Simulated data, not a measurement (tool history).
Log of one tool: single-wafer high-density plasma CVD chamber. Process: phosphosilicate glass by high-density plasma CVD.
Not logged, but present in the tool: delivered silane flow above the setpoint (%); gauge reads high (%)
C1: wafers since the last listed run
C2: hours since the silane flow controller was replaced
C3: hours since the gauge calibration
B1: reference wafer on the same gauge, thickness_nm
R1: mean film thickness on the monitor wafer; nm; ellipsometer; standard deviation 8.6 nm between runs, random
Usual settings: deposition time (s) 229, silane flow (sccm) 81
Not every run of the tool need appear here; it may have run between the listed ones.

Run 1, day 0: usual settings; C1 0; C2 1829.9; C3 1753.4; B1 1730.031. Result: R1 1802.1 nm.
Run 2, day 1.388: usual settings; C1 273; C2 1863.2; C3 1786.7; B1 1728.164. Result: R1 1814.78 nm.
Run 3, day 3.971: usual settings; C1 508; C2 1925.2; C3 1848.7; B1 1730.113. Result: R1 1816.19 nm.
Run 4, day 6.567: usual settings; C1 511; C2 1987.5; C3 1911; B1 1728.793. Result: R1 1809.939 nm.
Run 5, day 8.412: usual settings but silane flow (sccm) 90; C1 363; C2 2031.8; C3 1955.3; B1 1730.254. Result: R1 2022.656 nm.
Run 6, day 9.546: usual settings; C1 223; C2 2059; C3 1982.5; B1 1729.567. Result: R1 1809.996 nm.
Run 7, day 11.967: usual settings; C1 476; C2 2117.1; C3 2040.6; B1 1732.017. Result: R1 1815.677 nm.
Run 8, day 14.45: usual settings; C1 489; C2 2176.7; C3 2100.2; B1 1733.85. Result: R1 1820.268 nm.
Run 9, day 16.412: usual settings; C1 386; C2 2223.8; C3 2147.3; B1 1731.616. Result: R1 1821.03 nm.
Run 10, day 19.221: usual settings but deposition time (s) 219; C1 553; C2 2291.2; C3 2214.7; B1 1729.261. Result: R1 1744.509 nm.
Run 11, day 21.596: usual settings but deposition time (s) 219; C1 467; C2 2348.2; C3 2271.7; B1 1731.692. Result: R1 1754.738 nm.
Run 12, day 24.412: usual settings but deposition time (s) 219; C1 554; C2 2415.8; C3 2339.3; B1 1729.552. Result: R1 1757.675 nm.
Run 13, day 29.908: usual settings; C1 1082; C2 2547.7; C3 2471.2; B1 1732.21. Result: R1 1846.7 nm.
Run 14, day 32.183: usual settings; C1 448; C2 2602.3; C3 2525.8; B1 1727.491. Result: R1 1840.573 nm.
At day 33.529: gauge calibrated.
Run 15, day 34.296: usual settings; C1 416; C2 2653; C3 18.4; B1 1729.805. Result: R1 1843.821 nm.
Run 16, day 35.796: usual settings but silane flow (sccm) 91; C1 295; C2 2689; C3 54.4; B1 1728.833. Result: R1 2091.817 nm.
Run 17, day 36.967: usual settings but silane flow (sccm) 91; C1 230; C2 2717.1; C3 82.5; B1 1732.033. Result: R1 2071.358 nm.
Run 18, day 38.892: usual settings but silane flow (sccm) 91; C1 379; C2 2763.3; C3 128.7; B1 1732.392. Result: R1 2099.126 nm.
Run 19, day 40.246: usual settings; C1 266; C2 2795.8; C3 161.2; B1 1731.856. Result: R1 1856.399 nm.
Run 20, day 42.125: usual settings but deposition time (s) 184, silane flow (sccm) 66; C1 370; C2 2840.9; C3 206.3; B1 1730.096. Result: R1 1215.888 nm.
Run 21, day 45.017: usual settings but deposition time (s) 206, silane flow (sccm) 66; C1 569; C2 2910.3; C3 275.7; B1 1732.907. Result: R1 1352.242 nm.
At day 45.408: silane flow controller replaced.
Run 22, day 46.317: usual settings; C1 190; C2 21.8; C3 306.9; B1 1728.459. Result: R1 1914.22 nm.
Run 23, day 47.546: usual settings but silane flow (sccm) 71; C1 242; C2 51.3; C3 336.4; B1 1727.298. Result: R1 1666.683 nm.
Run 24, day 49.788: usual settings but deposition time (s) 262, silane flow (sccm) 75; C1 441; C2 105.1; C3 390.2; B1 1725.188. Result: R1 2020.205 nm.
Run 25, day 52.783: usual settings but deposition time (s) 202, silane flow (sccm) 69; C1 590; C2 177; C3 462.1; B1 1733.089. Result: R1 1419.638 nm.
Run 26, day 54.358: usual settings but deposition time (s) 253, silane flow (sccm) 89; C1 310; C2 214.8; C3 499.9; B1 1733.2. Result: R1 2313.397 nm.
Run 27, day 56.446: usual settings but deposition time (s) 203, silane flow (sccm) 67; C1 411; C2 264.9; C3 550; B1 1732.643. Result: R1 1389.64 nm.
Run 28, day 59.242: usual settings; C1 550; C2 332; C3 617.1; B1 1724.821. Result: R1 1902.164 nm.
Run 29, day 61.583: usual settings but deposition time (s) 264; C1 461; C2 388.2; C3 673.3; B1 1730.599. Result: R1 2188.658 nm.
Run 30, day 63.958: usual settings; C1 467; C2 445.2; C3 730.3; B1 1733.725. Result: R1 1915.678 nm.
At day 64.583: silane flow controller replaced, repeated, since the last time left the tool worse.
Run 31, day 66.033: usual settings; C1 343; C2 34.8; C3 780.1; B1 1732.694. Result: R1 1769.072 nm.
Run 32, day 68.696: usual settings but deposition time (s) 247; C1 524; C2 98.7; C3 844; B1 1729.648. Result: R1 1912.708 nm.
Run 33, day 69.779: usual settings but deposition time (s) 215, silane flow (sccm) 85; C1 213; C2 124.7; C3 870; B1 1728.308. Result: R1 1751.264 nm.
Run 34, day 72.575: usual settings but deposition time (s) 264, silane flow (sccm) 96; C1 550; C2 191.8; C3 937.1; B1 1732.998. Result: R1 2417.247 nm.
Run 35, day 73.738: usual settings; C1 229; C2 219.7; C3 965; B1 1733.598. Result: R1 1777.238 nm.
Run 36, day 79.371: usual settings but deposition time (s) 274, silane flow (sccm) 70; C1 1109; C2 354.9; C3 1100.2; B1 1727.341. Result: R1 1820.201 nm.
Run 37, day 80.396: usual settings but deposition time (s) 195, silane flow (sccm) 74; C1 201; C2 379.5; C3 1124.8; B1 1733.18. Result: R1 1386.084 nm.
Run 38, day 82.575: usual settings but silane flow (sccm) 97; C1 429; C2 431.8; C3 1177.1; B1 1735.081. Result: R1 2134.91 nm.

Some steps in R1 between neighbouring runs. How much of each would the tool show without its hidden state too (settings, what came in, random variation), and how much is left for the hidden state, with any gauge scatter that isn't in both results?
Run 21 -> 22: deposition time (s) 206 -> 229, silane flow (sccm) 66 -> 81, silane flow controller replaced. R1 +561.978 nm: hidden state +74.048, all else +487.93.
Run 25 -> 26: deposition time (s) 202 -> 253, silane flow (sccm) 69 -> 89. R1 +893.759 nm: hidden state +64.092, all else +829.667.
Run 26 -> 27: deposition time (s) 253 -> 203, silane flow (sccm) 89 -> 67. R1 -923.757 nm: hidden state -65.982, all else -857.775.
Run 30 -> 31: silane flow controller replaced, repeated, since the last time left the tool worse. R1 -146.606 nm: hidden state -137.82, all else -8.786.
Run 37 -> 38: deposition time (s) 195 -> 229, silane flow (sccm) 74 -> 97. R1 +748.826 nm: hidden state +1.38, all else +747.446.
